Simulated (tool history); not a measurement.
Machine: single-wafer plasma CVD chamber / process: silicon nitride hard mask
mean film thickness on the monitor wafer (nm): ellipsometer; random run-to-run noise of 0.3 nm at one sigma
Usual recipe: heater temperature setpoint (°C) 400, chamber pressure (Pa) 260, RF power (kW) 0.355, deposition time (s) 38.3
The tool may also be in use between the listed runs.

run	hour	heater temperature setpoint (°C)	chamber pressure (Pa)	RF power (kW)	deposition time (s)	read-back reference wafer on the same gauge, thickness_nm	mean film thickness on the monitor wafer (nm)
1	0.0	392	279	0.355	38.3	55.219	58.763
2	95.1	400	260	0.355	38.3	55.256	56.544
3	196.7	400	260	0.355	38.3	55.233	56.803
4	278.4	400	260	0.355	38.3	55.136	55.936
5	330.2	400	260	0.355	38.3	55.113	56.220
6	435.1	400	260	0.355	38.3	55.186	56.645
7	492.6	400	260	0.355	40.0	55.151	58.749
8	532.3	400	260	0.355	40.0	55.152	58.387
9	576.1	400	260	0.355	40.0	55.164	58.870
10	659.3	400	260	0.355	43.7	55.265	63.910
# hour 693.4: thermocouple changed; heater temperature recalibrated
11	729.7	400	260	0.355	38.3	55.223	55.821
12	824.1	400	260	0.310	38.3	55.250	50.221
13	895.1	400	260	0.310	38.3	55.159	49.994
14	983.3	396	260	0.355	38.3	55.203	55.633
15	1066.9	412	260	0.355	35.2	55.205	50.407
# hour 1075.5: RF generator calibrated
16	1149.4	400	260	0.355	38.3	55.317	57.127
17	1191.6	400	260	0.355	38.3	55.135	57.254
# hour 1280.3: showerhead replaced
18	1283.1	406	260	0.355	38.3	55.093	56.951
# hour 1340.9: gauge calibrated
19	1347.8	400	260	0.355	40.0	55.048	59.737
20	1383.8	400	215	0.300	32.4	55.206	39.705

What does the tool deliver on the next run?
# hour 1469.2: capacitance manometer re-zeroed and calibrated
21	1491.7	400	260	0.355	40.6	?	?

read-back reference wafer on the same gauge, thickness_nm: 55.170
mean film thickness on the monitor wafer (nm): 60.644
With the hidden condition absent and the run-to-run variation left alone, this run would have shown mean film thickness on the monitor wafer (nm) 60.929.
